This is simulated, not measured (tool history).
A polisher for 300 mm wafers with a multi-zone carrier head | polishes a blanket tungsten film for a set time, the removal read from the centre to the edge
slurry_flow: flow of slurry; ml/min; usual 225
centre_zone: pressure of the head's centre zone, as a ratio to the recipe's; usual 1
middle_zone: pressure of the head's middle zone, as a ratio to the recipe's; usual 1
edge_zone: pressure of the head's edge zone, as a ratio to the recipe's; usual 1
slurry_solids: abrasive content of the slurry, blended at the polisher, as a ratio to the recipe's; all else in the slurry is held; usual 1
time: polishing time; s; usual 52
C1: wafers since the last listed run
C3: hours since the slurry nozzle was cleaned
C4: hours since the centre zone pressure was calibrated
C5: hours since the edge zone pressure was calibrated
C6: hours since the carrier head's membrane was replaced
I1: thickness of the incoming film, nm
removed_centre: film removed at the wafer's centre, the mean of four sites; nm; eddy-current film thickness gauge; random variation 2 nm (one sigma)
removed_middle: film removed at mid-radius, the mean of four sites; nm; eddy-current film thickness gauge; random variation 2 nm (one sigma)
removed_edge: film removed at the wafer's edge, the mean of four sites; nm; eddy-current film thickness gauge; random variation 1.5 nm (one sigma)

Run 1, day 0: usual settings; C1 0; wafers polished on this pad 1639; C3 368.1; C4 1246.6; C5 105.2; C6 239.3; I1 1117.3. Result: removed_centre 181.7 nm, removed_middle 155.6 nm, removed_edge 161.8 nm.
At day 0.321: centre zone pressure recalibrated.
Run 2, day 0.992: usual settings but slurry_flow 190 ml/min, middle_zone 1.05; C1 241; wafers polished on this pad 1880; C3 391.9; C4 16.1; C5 129; C6 263.1; I1 1133.6. Result: removed_centre 157.8 nm, removed_middle 156 nm, removed_edge 156 nm.
Run 3, day 2.262: usual settings; C1 337; wafers polished on this pad 2217; C3 422.4; C4 46.6; C5 159.5; C6 293.6; I1 1143. Result: removed_centre 159.9 nm, removed_middle 157.1 nm, removed_edge 158.3 nm.
Run 4, day 3.204: usual settings but slurry_flow 265 ml/min, middle_zone 1.08, time 45 s; C1 249; wafers polished on this pad 2467; C3 445; C4 69.2; C5 182.1; C6 316.2; I1 1111.5. Result: removed_centre 141.1 nm, removed_middle 145.5 nm, removed_edge 139.6 nm.
At day 3.446: slurry nozzle cleaned.
At day 3.696: worn pad replaced by a new one.
Run 5, day 3.979: usual settings but slurry_flow 285 ml/min, centre_zone 0.92; C1 150; wafers polished on this pad 74; C3 12.8; C4 87.8; C5 200.7; C6 334.8; I1 1135.1. Result: removed_centre 163.9 nm, removed_middle 165.6 nm, removed_edge 168.4 nm.
Run 6, day 4.9: usual settings but centre_zone 1.1, edge_zone 0.9; C1 244; wafers polished on this pad 319; C3 34.9; C4 109.9; C5 222.8; C6 356.9; I1 1124. Result: removed_centre 190.4 nm, removed_middle 161.3 nm, removed_edge 158.9 nm.
Run 7, day 6.142: usual settings but time 41 s; C1 329; wafers polished on this pad 648; C3 64.7; C4 139.7; C5 252.6; C6 386.7; I1 1132.6. Result: removed_centre 133.6 nm, removed_middle 127.7 nm, removed_edge 129.8 nm.
Run 8, day 7.279: usual settings but slurry_flow 160 ml/min, middle_zone 0.89, slurry_solids 1.1; C1 301; wafers polished on this pad 950; C3 92; C4 167; C5 279.9; C6 414; I1 1148.8. Result: removed_centre 164.5 nm, removed_middle 142.4 nm, removed_edge 163.4 nm.
Run 9, day 8.229: usual settings but slurry_flow 145 ml/min, middle_zone 1.07, edge_zone 1.03, slurry_solids 1.15; C1 252; wafers polished on this pad 1202; C3 114.8; C4 189.8; C5 302.7; C6 436.8; I1 1115.5. Result: removed_centre 166 nm, removed_middle 169.5 nm, removed_edge 166.6 nm.
Run 10, day 8.938: usual settings but centre_zone 1.07, slurry_solids 0.9; C1 187; wafers polished on this pad 1390; C3 131.8; C4 206.8; C5 319.7; C6 453.8; I1 1118.1. Result: removed_centre 178.8 nm, removed_middle 151.8 nm, removed_edge 157.6 nm.
Run 11, day 9.658: usual settings; C1 191; wafers polished on this pad 1581; C3 149.1; C4 224.1; C5 337; C6 471.1; I1 1106.8. Result: removed_centre 175 nm, removed_middle 160.3 nm, removed_edge 162.5 nm.
Run 12, day 10.525: usual settings but slurry_flow 260 ml/min, time 40 s; C1 229; wafers polished on this pad 1811; C3 169.9; C4 244.9; C5 357.8; C6 491.9; I1 1129.6. Result: removed_centre 139.3 nm, removed_middle 126.7 nm, removed_edge 129.2 nm.
Run 13, day 11.704: usual settings but slurry_solids 0.75, time 58 s; C1 312; wafers polished on this pad 2124; C3 198.2; C4 273.2; C5 386.1; C6 520.2; I1 1130.1. Result: removed_centre 170.4 nm, removed_middle 156.5 nm, removed_edge 160.5 nm.
Run 14, day 13.2: usual settings but middle_zone 1.09, slurry_solids 0.75; C1 396; wafers polished on this pad 2521; C3 234.1; C4 309.1; C5 422; C6 556.1; I1 1143.2. Result: removed_centre 153.1 nm, removed_middle 151.1 nm, removed_edge 144.4 nm.
At day 13.829: worn pad replaced by a new one.
Run 15, day 14.067: usual settings; C1 185; wafers polished on this pad 62; C3 254.9; C4 329.9; C5 442.8; C6 576.9; I1 1129.7. Result: removed_centre 174.3 nm, removed_middle 157.7 nm, removed_edge 163.6 nm.
Run 16, day 14.771: usual settings but slurry_flow 260 ml/min, slurry_solids 0.75, time 38 s; C1 186; wafers polished on this pad 249; C3 271.8; C4 346.8; C5 459.7; C6 593.8; I1 1126.5. Result: removed_centre 114.8 nm, removed_middle 104.9 nm, removed_edge 105.7 nm.
Run 17, day 15.971: usual settings but slurry_solids 1.1; C1 318; wafers polished on this pad 568; C3 300.6; C4 375.6; C5 488.5; C6 622.6; I1 1139.6. Result: removed_centre 177 nm, removed_middle 164.4 nm, removed_edge 169.2 nm.
Run 18, day 16.621: usual settings but edge_zone 0.89, slurry_solids 0.9, time 69 s; C1 172; wafers polished on this pad 740; C3 316.2; C4 391.2; C5 504.1; C6 638.2; I1 1140.7. Result: removed_centre 216.7 nm, removed_middle 200.7 nm, removed_edge 193.6 nm.
Run 19, day 17.392: usual settings but slurry_flow 180 ml/min, centre_zone 0.97; C1 204; wafers polished on this pad 945; C3 334.7; C4 409.7; C5 522.6; C6 656.7; I1 1124.6. Result: removed_centre 155.8 nm, removed_middle 148 nm, removed_edge 156.9 nm.
Run 20, day 18.829: usual settings but slurry_flow 295 ml/min, centre_zone 0.9, slurry_solids 0.85, time 58 s; C1 381; wafers polished on this pad 1326; C3 369.2; C4 444.2; C5 557.1; C6 691.2; I1 1124.9. Result: removed_centre 168.3 nm, removed_middle 170.8 nm, removed_edge 174.4 nm.
Run 21, day 20.204: usual settings but centre_zone 0.9, middle_zone 0.91, edge_zone 0.91; C1 364; wafers polished on this pad 1691; C3 402.2; C4 477.2; C5 590.1; C6 724.2; I1 1124.6. Result: removed_centre 152.8 nm, removed_middle 142.7 nm, removed_edge 155.8 nm.
Run 22, day 21.408: usual settings; C1 319; wafers polished on this pad 2011; C3 431.1; C4 506.1; C5 619; C6 753.1; I1 1138.5. Result: removed_centre 164 nm, removed_middle 156 nm, removed_edge 157.2 nm.
Run 23, day 22.142: usual settings but centre_zone 1.04, time 36 s; C1 194; wafers polished on this pad 2205; C3 448.7; C4 523.7; C5 636.6; C6 770.7; I1 1130.7. Result: removed_centre 119.2 nm, removed_middle 103 nm, removed_edge 110.6 nm.

Measured less the same run without the tool's hidden state. The same run-to-run variation is in both; the gauge's scatter may not be:
The hidden state here: removal rate lost through wear of the pad, %; slurry flow missing at the pad, %; deviation of the centre zone's pressure from its setpoint, %; deviation of the edge zone's pressure from its setpoint, %.
run  removed_centre  removed_middle  removed_edge
  1           +11.5            -6.8          -5.1
  2            -9.6            -9.3          -6.6
  3            -9.1            -9.4          -6.8
  4            -7.4            -8.3          -5.9
  5            +1.4            -0.7          -0.5
  6            +1.8            -0.9          -0.7
  7            +1.6            -0.8          -0.5
  8            +1.6            -1.5          -1.2
  9            +1.5            -2.3          -1.5
 10            +2.7            -1.4          -1.1
 11            +2.8            -1.6          -1.2
 12            +2.5            -1.3          -0.9
 13            +2.7            -2.2          -1.7
 14            +2.4            -2.8          -1.9
 15            +2.5            -3.3          -2.5
 16              +2              -2          -1.5
 17            +2.1            -4.6          -3.5
 18            +2.1            -6.1          -4.4
 19            -0.5            -6.5          -4.9
 20            +2.4            -5.5          -4.1
 21            -0.6            -7.3          -5.8
 22              -2            -9.7          -7.1
 23            -2.2            -7.1          -5.5
